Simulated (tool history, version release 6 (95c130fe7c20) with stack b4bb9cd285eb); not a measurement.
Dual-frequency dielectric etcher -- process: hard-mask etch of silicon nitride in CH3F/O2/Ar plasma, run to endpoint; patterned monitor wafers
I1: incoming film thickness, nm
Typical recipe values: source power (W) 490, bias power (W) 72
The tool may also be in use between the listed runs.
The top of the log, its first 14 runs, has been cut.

-- hour=674.9 wet clean of the chamber
run 15 hour=702 | source_power_(W)=450 bias_power_(W)=59 | I1=27.43 | endpoint_time_(s)=39
run 16 hour=739.4 | source_power_(W)=450 bias_power_(W)=59 | I1=27.26 | endpoint_time_(s)=38.6
run 17 hour=795.9 | source_power_(W)=400 bias_power_(W)=84 | I1=27.14 | endpoint_time_(s)=36.2
run 18 hour=838.6 | source_power_(W)=410 bias_power_(W)=72 | I1=27.4 | endpoint_time_(s)=38
run 19 hour=900 | source_power_(W)=530 bias_power_(W)=85 | I1=27.25 | endpoint_time_(s)=32.7
run 20 hour=967.2 | source_power_(W)=490 bias_power_(W)=72 | I1=27.58 | endpoint_time_(s)=35.7
-- hour=996.8 upper electrode replaced
run 21 hour=997.5 | source_power_(W)=380 bias_power_(W)=65 | I1=27.18 | endpoint_time_(s)=39.6
run 22 hour=1044.1 | source_power_(W)=560 bias_power_(W)=65 | I1=27.51 | endpoint_time_(s)=34.7
run 23 hour=1109.2 | source_power_(W)=490 bias_power_(W)=87 | I1=27.12 | endpoint_time_(s)=32.8
-- hour=1125.8 source power generator calibrated
run 24 hour=1179 | source_power_(W)=610 bias_power_(W)=63 | I1=27.36 | endpoint_time_(s)=33.4
run 25 hour=1226.9 | source_power_(W)=580 bias_power_(W)=66 | I1=27.45 | endpoint_time_(s)=33.7
run 26 hour=1268.3 | source_power_(W)=490 bias_power_(W)=72 | I1=27.26 | endpoint_time_(s)=34.8
-- hour=1325.6 wet clean of the chamber
run 27 hour=1337.5 | source_power_(W)=600 bias_power_(W)=56 | I1=27.33 | endpoint_time_(s)=35.2
-- hour=1346.6 bias power generator calibrated
run 28 hour=1404.2 | source_power_(W)=490 bias_power_(W)=72 | I1=27.2 | endpoint_time_(s)=35.3
run 29 hour=1458 | source_power_(W)=390 bias_power_(W)=72 | I1=27.31 | endpoint_time_(s)=38.5
run 30 hour=1518.5 | source_power_(W)=490 bias_power_(W)=72 | I1=27.25 | endpoint_time_(s)=35.2
run 31 hour=1685.5 | source_power_(W)=490 bias_power_(W)=72 | I1=27.45 | endpoint_time_(s)=35.3
run 32 hour=1731.5 | source_power_(W)=520 bias_power_(W)=79 | I1=27.47 | endpoint_time_(s)=33.5
run 33 hour=1773.7 | source_power_(W)=440 bias_power_(W)=62 | I1=27.39 | endpoint_time_(s)=38

Branching from run 33: 4 alternative next runs. What would each branch give?
run A hour=1774.1 | source_power_(W)=490 bias_power_(W)=72 | I1=27.28 | endpoint_time_(s)=?
run B hour=1774.1 | source_power_(W)=410 bias_power_(W)=55 | I1=27.28 | endpoint_time_(s)=?
run C hour=1774.1 | source_power_(W)=520 bias_power_(W)=67 | I1=27.28 | endpoint_time_(s)=?
run D hour=1774.1 | source_power_(W)=440 bias_power_(W)=55 | I1=27.28 | endpoint_time_(s)=?

run=A endpoint_time_(s)=34.9
run=B endpoint_time_(s)=40.1
run=C endpoint_time_(s)=34.9
run=D endpoint_time_(s)=39.1
Had the tool no hidden state, the same runs would have come out as:
run=A endpoint_time_(s)=35.5
run=B endpoint_time_(s)=40.8
run=C endpoint_time_(s)=35.5
run=D endpoint_time_(s)=39.7
